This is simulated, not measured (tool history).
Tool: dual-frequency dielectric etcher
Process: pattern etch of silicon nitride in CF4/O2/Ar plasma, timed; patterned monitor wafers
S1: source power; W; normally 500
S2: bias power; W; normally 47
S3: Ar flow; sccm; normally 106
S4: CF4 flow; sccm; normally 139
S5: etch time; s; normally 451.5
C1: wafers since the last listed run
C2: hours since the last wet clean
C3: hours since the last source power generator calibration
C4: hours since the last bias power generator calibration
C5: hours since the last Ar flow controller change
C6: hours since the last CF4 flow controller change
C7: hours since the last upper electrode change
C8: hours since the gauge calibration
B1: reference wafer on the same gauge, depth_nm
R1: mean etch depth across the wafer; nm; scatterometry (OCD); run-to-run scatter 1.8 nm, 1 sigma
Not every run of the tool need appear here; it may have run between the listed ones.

run 1 hour=0.0 | S1=500 S2=51 S3=106 S4=120 S5=451.5 | C1=0 C2=381.1 C3=3365.8 C4=1476.1 C5=4054.6 C6=3212.7 C7=4514.7 C8=559.2 | B1=954.0 | R1=857.1
run 2 hour=55.0 | S1=500 S2=51 S3=106 S4=120 S5=451.5 | C1=118 C2=436.1 C3=3420.8 C4=1531.1 C5=4109.6 C6=3267.7 C7=4569.7 C8=614.2 | B1=953.6 | R1=851.5
-- hour=128.0 wet clean of the chamber
run 3 hour=160.4 | S1=460 S2=47 S3=106 S4=139 S5=451.5 | C1=175 C2=32.4 C3=3526.2 C4=1636.5 C5=4215.0 C6=3373.1 C7=4675.1 C8=719.6 | B1=954.1 | R1=813.0
run 4 hour=231.2 | S1=500 S2=47 S3=106 S4=139 S5=451.5 | C1=152 C2=103.2 C3=3597.0 C4=1707.3 C5=4285.8 C6=3443.9 C7=4745.9 C8=790.4 | B1=954.2 | R1=854.3
run 5 hour=281.3 | S1=500 S2=47 S3=106 S4=139 S5=451.5 | C1=107 C2=153.3 C3=3647.1 C4=1757.4 C5=4335.9 C6=3494.0 C7=4796.0 C8=840.5 | B1=954.0 | R1=853.3
-- hour=323.1 gauge calibrated
run 6 hour=359.6 | S1=500 S2=47 S3=106 S4=139 S5=451.5 | C1=168 C2=231.6 C3=3725.4 C4=1835.7 C5=4414.2 C6=3572.3 C7=4874.3 C8=36.5 | B1=954.1 | R1=847.1
-- hour=372.3 bias power generator calibrated
-- hour=396.8 Ar flow controller replaced
run 7 hour=440.0 | S1=500 S2=47 S3=106 S4=139 S5=451.5 | C1=151 C2=312.0 C3=3805.8 C4=67.7 C5=43.2 C6=3652.7 C7=4954.7 C8=116.9 | B1=954.2 | R1=853.8
run 8 hour=480.3 | S1=500 S2=43 S3=106 S4=152 S5=451.5 | C1=86 C2=352.3 C3=3846.1 C4=108.0 C5=83.5 C6=3693.0 C7=4995.0 C8=157.2 | B1=954.0 | R1=835.3
-- hour=563.8 source power generator calibrated
-- hour=573.0 CF4 flow controller replaced
run 9 hour=578.6 | S1=500 S2=47 S3=106 S4=154 S5=410.0 | C1=190 C2=450.6 C3=14.8 C4=206.3 C5=181.8 C6=5.6 C7=5093.3 C8=255.5 | B1=954.0 | R1=777.4
run 10 hour=641.7 | S1=600 S2=47 S3=106 S4=150 S5=451.5 | C1=135 C2=513.7 C3=77.9 C4=269.4 C5=244.9 C6=68.7 C7=5156.4 C8=318.6 | B1=953.8 | R1=972.2
-- hour=679.9 wet clean of the chamber
-- hour=757.8 upper electrode replaced
run 11 hour=762.6 | S1=500 S2=47 S3=106 S4=139 S5=579.5 | C1=157 C2=82.7 C3=198.8 C4=390.3 C5=365.8 C6=189.6 C7=4.8 C8=439.5 | B1=954.0 | R1=1115.8
run 12 hour=846.6 | S1=430 S2=54 S3=106 S4=139 S5=451.5 | C1=181 C2=166.7 C3=282.8 C4=474.3 C5=449.8 C6=273.6 C7=88.8 C8=523.5 | B1=954.2 | R1=809.8
run 13 hour=938.6 | S1=500 S2=37 S3=106 S4=160 S5=451.5 | C1=198 C2=258.7 C3=374.8 C4=566.3 C5=541.8 C6=365.6 C7=180.8 C8=615.5 | B1=954.0 | R1=807.5
run 14 hour=978.3 | S1=500 S2=59 S3=106 S4=139 S5=451.5 | C1=85 C2=298.4 C3=414.5 C4=606.0 C5=581.5 C6=405.3 C7=220.5 C8=655.2 | B1=954.1 | R1=923.3
run 15 hour=1043.3 | S1=500 S2=47 S3=106 S4=139 S5=451.5 | C1=140 C2=363.4 C3=479.5 C4=671.0 C5=646.5 C6=470.3 C7=285.5 C8=720.2 | B1=953.8 | R1=852.4

Forecast each of these 3 alternatives for the next run:
run A hour=1043.8 | S1=450 S2=47 S3=106 S4=139 S5=451.5 | C1=1 C2=363.9 C3=480.0 C4=671.5 C5=647.0 C6=470.8 C7=286.0 C8=720.7 | B1=? | R1=?
run B hour=1043.8 | S1=500 S2=55 S3=106 S4=139 S5=451.5 | C1=1 C2=363.9 C3=480.0 C4=671.5 C5=647.0 C6=470.8 C7=286.0 C8=720.7 | B1=? | R1=?
run C hour=1043.8 | S1=500 S2=41 S3=106 S4=115 S5=451.5 | C1=1 C2=363.9 C3=480.0 C4=671.5 C5=647.0 C6=470.8 C7=286.0 C8=720.7 | B1=? | R1=?

run=A B1=954.4 R1=790.3
run=B B1=954.4 R1=898.3
run=C B1=954.4 R1=802.1
Without the tool's unlogged condition, the same runs would have read:
run=A R1=807.4
run=B R1=917.8
run=C R1=819.4
